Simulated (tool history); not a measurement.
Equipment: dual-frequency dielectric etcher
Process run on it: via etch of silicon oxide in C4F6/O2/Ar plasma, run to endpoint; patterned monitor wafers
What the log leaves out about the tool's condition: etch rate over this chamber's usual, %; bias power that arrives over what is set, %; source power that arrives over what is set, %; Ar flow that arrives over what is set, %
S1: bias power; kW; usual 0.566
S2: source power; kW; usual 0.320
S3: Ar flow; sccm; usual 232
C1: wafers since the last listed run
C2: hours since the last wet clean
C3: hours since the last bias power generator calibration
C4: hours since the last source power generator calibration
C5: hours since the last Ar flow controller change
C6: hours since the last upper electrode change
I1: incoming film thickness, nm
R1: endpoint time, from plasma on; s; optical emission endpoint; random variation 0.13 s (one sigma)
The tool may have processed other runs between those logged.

run 1 day=0.000 | S1=0.566 S2=0.320 S3=232 | C1=0 C2=143.4 C3=2378.7 C4=1252.4 C5=28.0 C6=2513.6 | I1=106.1 | R1=24.4
run 2 day=3.812 | S1=0.566 S2=0.320 S3=232 | C1=1036 C2=234.9 C3=2470.2 C4=1343.9 C5=119.5 C6=2605.1 | I1=105.9 | R1=24.1
run 3 day=7.658 | S1=0.489 S2=0.320 S3=232 | C1=1045 C2=327.2 C3=2562.5 C4=1436.2 C5=211.8 C6=2697.4 | I1=105.9 | R1=24.6
run 4 day=9.988 | S1=0.489 S2=0.320 S3=232 | C1=633 C2=383.1 C3=2618.4 C4=1492.1 C5=267.7 C6=2753.3 | I1=105.2 | R1=24.3
-- day=12.221 wet clean of the chamber
run 5 day=12.775 | S1=0.489 S2=0.320 S3=232 | C1=486 C2=13.3 C3=2685.3 C4=1559.0 C5=334.6 C6=2820.2 | I1=105.1 | R1=25.7
run 6 day=15.929 | S1=0.566 S2=0.320 S3=232 | C1=857 C2=89.0 C3=2761.0 C4=1634.7 C5=410.3 C6=2895.9 | I1=104.8 | R1=24.3
run 7 day=19.775 | S1=0.566 S2=0.320 S3=232 | C1=1045 C2=181.3 C3=2853.3 C4=1727.0 C5=502.6 C6=2988.2 | I1=105.0 | R1=24.6
run 8 day=21.508 | S1=0.566 S2=0.350 S3=232 | C1=471 C2=222.9 C3=2894.9 C4=1768.6 C5=544.2 C6=3029.8 | I1=105.0 | R1=23.4
run 9 day=23.862 | S1=0.566 S2=0.320 S3=232 | C1=640 C2=279.4 C3=2951.4 C4=1825.1 C5=600.7 C6=3086.3 | I1=104.9 | R1=24.1
run 10 day=26.771 | S1=0.566 S2=0.320 S3=232 | C1=790 C2=349.2 C3=3021.2 C4=1894.9 C5=670.5 C6=3156.1 | I1=105.7 | R1=24.1
-- day=30.012 upper electrode replaced, of another model than before
run 11 day=30.033 | S1=0.566 S2=0.370 S3=232 | C1=615 C2=427.5 C3=3099.5 C4=1973.2 C5=748.8 C6=0.5 | I1=105.8 | R1=23.1
-- day=31.700 wet clean of the chamber
run 12 day=32.121 | S1=0.566 S2=0.370 S3=232 | C1=295 C2=10.1 C3=3149.6 C4=2023.3 C5=798.9 C6=50.6 | I1=106.0 | R1=24.4
-- day=35.246 bias power generator calibrated
run 13 day=36.292 | S1=0.566 S2=0.370 S3=232 | C1=1088 C2=110.2 C3=25.1 C4=2123.4 C5=899.0 C6=150.7 | I1=106.8 | R1=24.0
run 14 day=38.012 | S1=0.440 S2=0.340 S3=232 | C1=468 C2=151.5 C3=66.4 C4=2164.7 C5=940.3 C6=192.0 | I1=105.4 | R1=25.0
run 15 day=41.492 | S1=0.566 S2=0.320 S3=232 | C1=946 C2=235.0 C3=149.9 C4=2248.2 C5=1023.8 C6=275.5 | I1=105.7 | R1=24.5
run 16 day=45.467 | S1=0.566 S2=0.320 S3=232 | C1=1081 C2=330.4 C3=245.3 C4=2343.6 C5=1119.2 C6=370.9 | I1=106.0 | R1=24.0
run 17 day=47.262 | S1=0.607 S2=0.270 S3=232 | C1=488 C2=373.5 C3=288.4 C4=2386.7 C5=1162.3 C6=414.0 | I1=105.5 | R1=24.3
-- day=50.246 source power generator calibrated
run 18 day=50.608 | S1=0.675 S2=0.320 S3=264 | C1=864 C2=453.8 C3=368.7 C4=8.7 C5=1242.6 C6=494.3 | I1=105.4 | R1=23.3
-- day=53.838 wet clean of the chamber
run 19 day=53.858 | S1=0.653 S2=0.320 S3=232 | C1=611 C2=0.5 C3=446.7 C4=86.7 C5=1320.6 C6=572.3 | I1=106.0 | R1=24.7
run 20 day=58.288 | S1=0.475 S2=0.290 S3=216 | C1=1204 C2=106.8 C3=553.0 C4=193.0 C5=1426.9 C6=678.6 | I1=107.0 | R1=26.1
-- day=60.262 Ar flow controller replaced
run 21 day=60.579 | S1=0.675 S2=0.320 S3=264 | C1=555 C2=161.8 C3=608.0 C4=248.0 C5=7.6 C6=733.6 | I1=106.4 | R1=24.9
run 22 day=62.400 | S1=0.566 S2=0.320 S3=180 | C1=495 C2=205.5 C3=651.7 C4=291.7 C5=51.3 C6=777.3 | I1=105.3 | R1=23.6
run 23 day=64.904 | S1=0.566 S2=0.280 S3=232 | C1=681 C2=265.6 C3=711.8 C4=351.8 C5=111.4 C6=837.4 | I1=104.8 | R1=24.8
run 24 day=68.683 | S1=0.514 S2=0.320 S3=232 | C1=1027 C2=356.3 C3=802.5 C4=442.5 C5=202.1 C6=928.1 | I1=106.3 | R1=24.7
run 25 day=70.521 | S1=0.664 S2=0.280 S3=251 | C1=499 C2=400.4 C3=846.6 C4=486.6 C5=246.2 C6=972.2 | I1=105.2 | R1=24.6
run 26 day=72.592 | S1=0.465 S2=0.320 S3=272 | C1=563 C2=450.1 C3=896.3 C4=536.3 C5=295.9 C6=1021.9 | I1=105.8 | R1=25.1
-- day=75.475 wet clean of the chamber
run 27 day=76.212 | S1=0.424 S2=0.320 S3=232 | C1=712 C2=17.7 C3=983.2 C4=623.2 C5=382.8 C6=1108.8 | I1=105.0 | R1=25.6
run 28 day=80.446 | S1=0.566 S2=0.320 S3=232 | C1=1151 C2=119.3 C3=1084.8 C4=724.8 C5=484.4 C6=1210.4 | I1=105.0 | R1=24.7
run 29 day=83.112 | S1=0.658 S2=0.260 S3=232 | C1=725 C2=183.3 C3=1148.8 C4=788.8 C5=548.4 C6=1274.4 | I1=105.3 | R1=24.7
run 30 day=85.408 | S1=0.566 S2=0.380 S3=232 | C1=624 C2=238.4 C3=1203.9 C4=843.9 C5=603.5 C6=1329.5 | I1=104.8 | R1=23.4

Below are 3 alternative next runs, each starting from the tool's condition after run 30. Predict each:
run A day=85.425 | S1=0.566 S2=0.320 S3=232 | C1=4 C2=238.8 C3=1204.3 C4=844.3 C5=603.9 C6=1329.9 | I1=104.3 | R1=?
run B day=85.425 | S1=0.642 S2=0.270 S3=188 | C1=4 C2=238.8 C3=1204.3 C4=844.3 C5=603.9 C6=1329.9 | I1=104.3 | R1=?
run C day=85.425 | S1=0.424 S2=0.390 S3=232 | C1=4 C2=238.8 C3=1204.3 C4=844.3 C5=603.9 C6=1329.9 | I1=104.3 | R1=?

run=A R1=23.6
run=B R1=23.2
run=C R1=23.5
Without the tool's unlogged condition, the same runs would have read:
run=A R1=24.3
run=B R1=23.9
run=C R1=24.2

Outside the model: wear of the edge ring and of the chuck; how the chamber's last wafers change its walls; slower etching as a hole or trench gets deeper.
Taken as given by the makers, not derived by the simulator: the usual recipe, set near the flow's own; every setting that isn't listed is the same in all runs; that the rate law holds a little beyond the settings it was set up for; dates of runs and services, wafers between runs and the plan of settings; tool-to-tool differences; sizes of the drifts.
